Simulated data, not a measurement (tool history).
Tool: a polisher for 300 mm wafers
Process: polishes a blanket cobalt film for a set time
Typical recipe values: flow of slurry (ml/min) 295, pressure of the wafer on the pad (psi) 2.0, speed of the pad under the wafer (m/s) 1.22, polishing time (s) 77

run	hour	flow of slurry (ml/min)	pressure of the wafer on the pad (psi)	speed of the pad under the wafer (m/s)	polishing time (s)	incoming thickness of the incoming film, nm	film removed (Å)
1	0.0	295	2.0	1.22	77	1331.1	5005
# hour 18.8: worn pad replaced by a new one
2	19.3	295	2.0	1.22	77	1340.8	5250
3	32.8	295	2.0	1.22	77	1348.0	5282
4	43.8	295	1.8	1.22	77	1341.8	4757
5	51.4	295	2.5	1.22	64	1342.2	5460
6	66.2	295	2.0	1.22	77	1340.8	5148
7	72.8	295	2.0	1.22	77	1335.5	5112
8	83.2	295	2.0	1.22	77	1347.4	5031
9	90.8	295	2.3	1.22	77	1347.8	5699
# hour 99.4: worn pad replaced by a new one
10	100.8	295	2.3	1.22	77	1358.1	5266
11	107.9	295	2.0	1.22	77	1349.8	4529
# hour 121.6: slurry nozzle cleaned
12	124.5	295	1.5	1.58	77	1314.6	4383
# hour 140.7: worn pad replaced by a new one, repeated, since the last time left the tool worse
13	141.2	240	2.0	1.22	51	1351.2	3453
14	157.8	390	1.5	0.98	61	1340.8	2588
15	167.1	295	2.0	1.22	77	1331.3	5178
# hour 170.8: head pressure recalibrated
16	181.7	295	2.4	1.60	67	1317.2	7143
17	195.5	210	1.6	1.22	77	1358.6	4024
# hour 219.9: worn pad replaced by a new one
18	236.8	295	2.4	1.22	66	1346.0	5469
19	252.9	295	2.0	1.54	77	1336.5	6438

What will run 20 give?
20	259.6	370	2.4	1.64	57	1340.6	?

{"run 20": {"film removed (Å)": 6287}}
With no hidden state in the tool, this same run would have given film removed (Å) 6474.
